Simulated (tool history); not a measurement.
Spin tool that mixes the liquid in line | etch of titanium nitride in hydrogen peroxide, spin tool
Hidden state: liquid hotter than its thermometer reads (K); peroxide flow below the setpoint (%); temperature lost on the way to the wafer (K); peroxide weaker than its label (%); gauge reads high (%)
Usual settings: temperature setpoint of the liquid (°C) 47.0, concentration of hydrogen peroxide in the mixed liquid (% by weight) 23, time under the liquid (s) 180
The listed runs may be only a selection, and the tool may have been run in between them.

run	day	temperature setpoint of the liquid (°C)	concentration of hydrogen peroxide in the mixed liquid (% by weight)	time under the liquid (s)	wafers since the last listed run	hours since the thermometer was replaced	hours since the peroxide flow meter was replaced	hours since the heated supply line was repaired	hours since the drum of peroxide was connected	hours since the gauge calibration	read-back film thickness of the titanium nitride reference wafer, read on the same gauge (nm)	thickness taken off the titanium nitride on a monitor wafer (Å)
1	0.000	47.0	23	180	0	1391.7	380.0	531.3	219.7	785.8	80.021	58.50
2	0.683	47.0	23	180	153	1408.1	396.4	547.7	236.1	802.2	80.004	57.43
3	1.750	47.0	23	180	239	1433.7	422.0	573.3	261.7	827.8	80.068	56.63
4	2.933	47.0	25	180	265	1462.1	450.4	601.7	290.1	856.2	80.007	58.88
5	3.679	47.0	23	95	167	1480.0	468.3	619.6	308.0	874.1	79.963	30.04
6	4.183	47.0	23	180	112	1492.1	480.4	631.7	320.1	886.2	80.037	57.66
7	5.158	47.0	23	180	218	1515.5	503.8	655.1	343.5	909.6	79.985	58.08
8	6.150	47.0	23	180	222	1539.3	527.6	678.9	367.3	933.4	80.006	57.29
9	7.608	52.0	23	180	326	1574.3	562.6	713.9	402.3	968.4	80.041	83.15
10	8.762	40.5	19	270	258	1602.0	590.3	741.6	430.0	996.1	80.052	52.26
# day 8.817: gauge calibrated
11	9.604	47.0	23	180	188	1622.2	610.5	761.8	450.2	18.9	79.972	58.32
# day 9.650: heated supply line repaired
# day 10.483: thermometer replaced
12	10.504	47.0	23	180	183	0.5	632.1	20.5	471.8	40.5	79.976	63.46
13	11.575	47.0	23	180	240	26.2	657.8	46.2	497.5	66.2	80.021	65.06
14	12.200	41.5	21	275	140	41.2	672.8	61.2	512.5	81.2	80.030	64.69
15	13.454	42.5	17	180	281	71.3	702.9	91.3	542.6	111.3	79.982	43.49

Run 16 has not been measured yet. What should we expect?
16	16.542	47.0	23	180	692	145.4	777.0	165.4	616.7	185.4	?	?

{"run 16": {"read-back film thickness of the titanium nitride reference wafer, read on the same gauge (nm)": 79.99, "thickness taken off the titanium nitride on a monitor wafer (Å)": 64.97}}
If the tool had no hidden condition, the same run with the same run-to-run variation would have returned thickness taken off the titanium nitride on a monitor wafer (Å) 51.46.

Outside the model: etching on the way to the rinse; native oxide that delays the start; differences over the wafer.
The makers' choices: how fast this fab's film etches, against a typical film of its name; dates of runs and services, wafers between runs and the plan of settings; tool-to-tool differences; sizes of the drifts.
